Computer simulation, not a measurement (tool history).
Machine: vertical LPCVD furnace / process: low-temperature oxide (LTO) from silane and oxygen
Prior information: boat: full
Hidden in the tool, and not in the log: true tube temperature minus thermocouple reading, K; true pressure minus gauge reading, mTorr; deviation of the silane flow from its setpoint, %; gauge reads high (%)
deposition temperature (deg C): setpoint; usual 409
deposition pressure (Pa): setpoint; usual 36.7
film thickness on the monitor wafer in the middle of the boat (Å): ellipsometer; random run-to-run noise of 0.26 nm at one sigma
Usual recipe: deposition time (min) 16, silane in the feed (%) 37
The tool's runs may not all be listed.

run	day	deposition temperature (deg C)	deposition pressure (Pa)	deposition time (min)	silane in the feed (%)	wafers since the last listed run	hours since the last temperature calibration	hours since the pressure gauge was zeroed	hours since the silane flow controller was replaced	hours since the gauge calibration	read-back reference wafer on the same gauge, thickness	film thickness on the monitor wafer in the middle of the boat (Å)
1	0	409	36.7	16	42	0	3076.4	2757.9	5322.3	430.8	151.99	2193.3
2	0.308	414	36.7	18.5	37	138	3083.8	2765.3	5329.7	438.2	152	2311.8
3	0.583	414	36.7	18.5	37	123	3090.4	2771.9	5336.3	444.8	151.94	2316.9
4	0.879	409	36.7	11.5	37	133	3097.5	2779	5343.4	451.9	152.14	1364.3
5	1.458	409	36.7	11.5	37	260	3111.4	2792.9	5357.3	465.8	152	1360.5
6	1.904	409	36.7	18	37	200	3122.1	2803.6	5368	476.5	152.02	2142.6
7	2.379	409	36.7	18	37	213	3133.5	2815	5379.4	487.9	151.96	2138.9
8	3.079	409	42	16	37	314	3150.3	2831.8	5396.2	504.7	151.95	2175.2
9	3.771	409	42	16	37	311	3166.9	2848.4	5412.8	521.3	152	2177.2
# day 4.029: gauge calibrated
10	4.454	417	36.7	16	37	307	3183.3	2864.8	5429.2	10.2	152.04	2079.8
11	4.812	417	36.7	16	37	161	3191.9	2873.4	5437.8	18.8	151.98	2079.7
12	5.092	409	36.7	10	41	125	3198.6	2880.1	5444.5	25.5	151.93	1347.8
# day 6.154: pressure gauge zeroed
13	6.175	401	36.7	18.5	34	37	3224.6	0.5	5470.5	51.5	151.96	1755.5
14	6.346	409	36.7	16	37	76	3228.7	4.6	5474.6	55.6	151.96	1842.2
# day 7.562: thermocouples replaced and temperature profile calibrated
15	7.583	409	30.7	16	37	106	0.5	34.3	5504.3	85.3	151.99	1475.1
16	7.75	409	36.7	21.5	37	74	4.5	38.3	5508.3	89.3	152.03	2377.4

Predict the results of run 17:
17	7.921	404	36.7	16	37	76	8.6	42.4	5512.4	93.4	?	?

Run 17 measured read-back reference wafer on the same gauge, thickness 152.06, film thickness on the monitor wafer in the middle of the boat (Å) 1675.4.
On a tool with no hidden condition, and with the same random variation, this run would have come out at film thickness on the monitor wafer in the middle of the boat (Å) 1669.4.

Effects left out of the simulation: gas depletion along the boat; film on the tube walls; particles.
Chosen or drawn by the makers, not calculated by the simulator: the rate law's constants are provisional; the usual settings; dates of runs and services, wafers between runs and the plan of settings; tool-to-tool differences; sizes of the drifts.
